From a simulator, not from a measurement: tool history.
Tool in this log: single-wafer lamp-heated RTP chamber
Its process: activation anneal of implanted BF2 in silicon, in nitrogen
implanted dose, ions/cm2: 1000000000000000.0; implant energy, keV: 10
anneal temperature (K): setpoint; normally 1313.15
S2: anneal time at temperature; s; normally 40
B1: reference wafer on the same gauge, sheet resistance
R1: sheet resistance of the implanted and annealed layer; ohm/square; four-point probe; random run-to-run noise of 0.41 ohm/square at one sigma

run 1 hour=0 | anneal_temperature_(K)=1313.15 S2=40 | B1=161.03 | R1=173.8
run 2 hour=83.1 | anneal_temperature_(K)=1313.15 S2=40 | B1=160.95 | R1=174.28
run 3 hour=182 | anneal_temperature_(K)=1328.15 S2=40 | B1=160.97 | R1=160.62
run 4 hour=238.5 | anneal_temperature_(K)=1328.15 S2=40 | B1=160.99 | R1=160.36
run 5 hour=338.8 | anneal_temperature_(K)=1328.15 S2=40 | B1=160.92 | R1=160.24
-- hour=379.6 pyrometer window cleaned and pyrometer calibrated
run 6 hour=423.2 | anneal_temperature_(K)=1313.15 S2=40 | B1=161.07 | R1=173.6
run 7 hour=526.1 | anneal_temperature_(K)=1313.15 S2=40 | B1=161.04 | R1=173.48
run 8 hour=608.8 | anneal_temperature_(K)=1313.15 S2=40 | B1=160.95 | R1=172.91
-- hour=702.4 reflector plate cleaned
run 9 hour=707.9 | anneal_temperature_(K)=1330.15 S2=49 | B1=160.94 | R1=155.36
run 10 hour=814.4 | anneal_temperature_(K)=1330.15 S2=49 | B1=161.1 | R1=154.91
run 11 hour=854.4 | anneal_temperature_(K)=1330.15 S2=49 | B1=160.96 | R1=154.53
-- hour=929.5 gauge calibrated
run 12 hour=955.9 | anneal_temperature_(K)=1284.15 S2=26 | B1=161.02 | R1=222.35
run 13 hour=1012.2 | anneal_temperature_(K)=1340.15 S2=57 | B1=161.02 | R1=141.92
run 14 hour=1118.9 | anneal_temperature_(K)=1300.15 S2=55 | B1=160.97 | R1=175.32
run 15 hour=1181.1 | anneal_temperature_(K)=1342.15 S2=55 | B1=161.02 | R1=140.85
-- hour=1246 pyrometer window cleaned and pyrometer calibrated
run 16 hour=1246.4 | anneal_temperature_(K)=1342.15 S2=55 | B1=161.09 | R1=140.25
run 17 hour=1293.8 | anneal_temperature_(K)=1336.15 S2=29 | B1=161.06 | R1=161.38
run 18 hour=1399 | anneal_temperature_(K)=1313.15 S2=40 | B1=161.06 | R1=174.66
run 19 hour=1481.2 | anneal_temperature_(K)=1334.15 S2=22 | B1=161.01 | R1=169.35
run 20 hour=1556.2 | anneal_temperature_(K)=1313.15 S2=55 | B1=161.03 | R1=164.07
run 21 hour=1603.6 | anneal_temperature_(K)=1313.15 S2=57 | B1=161.01 | R1=162.65
run 22 hour=1710.3 | anneal_temperature_(K)=1326.15 S2=51 | B1=160.92 | R1=155.25

Exercise: give the hidden state of the tool at every run:
true wafer temperature minus pyrometer reading, K: 0 across all the runs
gauge reads high (%): 0 across all the runs
H1: wafer temperature error from the tarnished reflector plate, K
run=1 H1=2.21
run=2 H1=2.41
run=3 H1=2.64
run=4 H1=2.77
run=5 H1=3.01
run=6 H1=3.21
run=7 H1=3.45
run=8 H1=3.64
run=9 H1=0.126
run=10 H1=0.376
run=11 H1=0.47
run=12 H1=0.708
run=13 H1=0.841
run=14 H1=1.09
run=15 H1=1.24
run=16 H1=1.39
run=17 H1=1.5
run=18 H1=1.75
run=19 H1=1.94
run=20 H1=2.12
run=21 H1=2.23
run=22 H1=2.48
